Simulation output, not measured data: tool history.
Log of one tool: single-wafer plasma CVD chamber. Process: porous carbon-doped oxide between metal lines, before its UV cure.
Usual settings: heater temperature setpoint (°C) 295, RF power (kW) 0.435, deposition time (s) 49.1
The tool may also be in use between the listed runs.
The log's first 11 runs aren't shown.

run,day,heater temperature setpoint (°C),RF power (kW),deposition time (s),"read-back reference wafer on the same gauge, thickness_nm",mean film thickness on the monitor wafer (nm)
# day 32.325: RF generator calibrated
12,32.975,295,0.435,49.1,234.455,230.092
# day 33.700: gauge calibrated
13,35.179,295,0.435,49.1,236.709,232.314
14,36.250,295,0.435,49.1,236.665,232.657
# day 40.900: showerhead replaced
15,44.288,295,0.370,49.1,235.604,205.915
16,46.588,301,0.375,40.2,235.625,165.043
17,47.612,295,0.410,54.8,235.396,247.994
18,50.371,295,0.365,43.8,235.331,182.926
# day 50.988: thermocouple changed; heater temperature recalibrated
19,51.796,295,0.435,49.1,235.194,231.257
20,54.246,295,0.435,49.1,234.866,231.162
21,55.658,295,0.365,49.1,235.184,204.660
22,56.721,295,0.435,49.1,234.774,231.205
23,58.225,295,0.385,49.1,234.824,211.211
24,60.071,295,0.435,49.1,234.843,231.446
25,61.883,283,0.435,52.7,234.640,268.943
26,64.850,308,0.380,39.6,234.728,156.533
27,66.542,282,0.365,56.8,234.468,258.092
28,69.333,295,0.355,49.1,234.741,199.942
29,71.525,295,0.435,49.1,234.615,230.366
30,73.996,288,0.520,49.1,234.645,270.554
31,75.875,295,0.435,49.1,234.429,229.761
32,77.967,295,0.490,49.1,234.414,249.590

The next listed run, before its measurement:
33,79.871,295,0.400,39.8,?,?

read-back reference wafer on the same gauge, thickness_nm: 234.569
mean film thickness on the monitor wafer (nm): 177.330
Without the tool's hidden state the same run would have given mean film thickness on the monitor wafer (nm) 179.295.
